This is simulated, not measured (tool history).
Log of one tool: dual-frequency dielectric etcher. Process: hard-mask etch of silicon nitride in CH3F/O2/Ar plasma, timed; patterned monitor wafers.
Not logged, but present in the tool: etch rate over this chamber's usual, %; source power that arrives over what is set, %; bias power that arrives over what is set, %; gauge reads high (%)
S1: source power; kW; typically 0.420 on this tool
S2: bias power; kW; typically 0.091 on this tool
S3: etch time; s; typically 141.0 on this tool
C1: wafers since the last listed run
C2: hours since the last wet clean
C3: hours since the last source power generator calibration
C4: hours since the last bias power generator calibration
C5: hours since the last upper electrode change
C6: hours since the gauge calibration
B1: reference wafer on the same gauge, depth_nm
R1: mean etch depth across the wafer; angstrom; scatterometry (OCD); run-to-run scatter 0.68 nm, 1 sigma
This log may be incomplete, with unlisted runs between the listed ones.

run	day	S1	S2	S3	C1	C2	C3	C4	C5	C6	B1	R1
1	0.000	0.420	0.091	121.5	0	61.2	3324.2	2951.5	3217.4	82.0	92.1	974
2	2.971	0.420	0.075	141.0	725	132.5	3395.5	3022.8	3288.7	153.3	92.1	1056
3	6.850	0.420	0.091	126.5	947	225.6	3488.6	3115.9	3381.8	246.4	91.9	1020
4	9.875	0.420	0.091	126.5	738	298.2	3561.2	3188.5	3454.4	319.0	91.9	1024
5	12.775	0.420	0.091	126.5	708	367.8	3630.8	3258.1	3524.0	388.6	92.0	1030
6	15.150	0.420	0.091	141.0	580	424.8	3687.8	3315.1	3581.0	445.6	92.0	1156
# day 17.775: wet clean of the chamber
7	17.796	0.420	0.091	141.0	402	0.5	3751.3	3378.6	3644.5	509.1	92.0	1181
# day 20.421: bias power generator calibrated
8	20.775	0.420	0.091	141.0	687	72.0	3822.8	8.5	3716.0	580.6	91.9	1182
# day 24.775: upper electrode replaced
# day 25.242: wet clean of the chamber, repeated, since the last time left the tool worse
9	25.262	0.420	0.091	141.0	738	0.5	3930.5	116.2	11.7	688.3	92.0	1130
10	27.538	0.390	0.091	163.0	555	55.1	3985.1	170.8	66.3	742.9	92.0	1281
# day 29.175: gauge calibrated
# day 30.525: source power generator calibrated
11	31.988	0.390	0.111	141.0	1046	161.9	35.1	277.6	173.1	67.5	92.0	1197
12	33.808	0.420	0.108	171.0	444	205.6	78.8	321.3	216.8	111.2	92.0	1491
13	36.738	0.510	0.082	141.0	715	275.9	149.1	391.6	287.1	181.5	92.0	1179
14	38.412	0.420	0.091	141.0	409	316.1	189.3	431.8	327.3	221.7	92.1	1143
15	40.304	0.420	0.091	141.0	462	361.5	234.7	477.2	372.7	267.1	91.9	1162
16	42.396	0.490	0.108	127.5	510	411.7	284.9	527.4	422.9	317.3	91.9	1174
17	44.550	0.420	0.082	174.0	526	463.4	336.6	579.1	474.6	369.0	92.1	1379
# day 48.362: wet clean of the chamber
18	48.833	0.490	0.105	122.0	802	11.3	439.4	681.9	577.4	471.8	92.0	1077

Below are 5 alternative next runs, each starting from the tool's condition after run 18. Predict each:
A	48.854	0.420	0.101	141.0	5	11.8	439.9	682.4	577.9	472.3	?	?
B	48.854	0.420	0.085	141.0	5	11.8	439.9	682.4	577.9	472.3	?	?
C	48.854	0.420	0.079	141.0	5	11.8	439.9	682.4	577.9	472.3	?	?
D	48.854	0.470	0.108	102.5	5	11.8	439.9	682.4	577.9	472.3	?	?
E	48.854	0.420	0.091	118.5	5	11.8	439.9	682.4	577.9	472.3	?	?

run	B1	R1
A	92.0	1178
B	92.0	1099
C	92.0	1068
D	92.0	913
E	92.0	950
The same runs, with their run-to-run variation unchanged, on a tool lacking any hidden condition would have given:
run	R1
A	1178
B	1099
C	1067
D	912
E	949
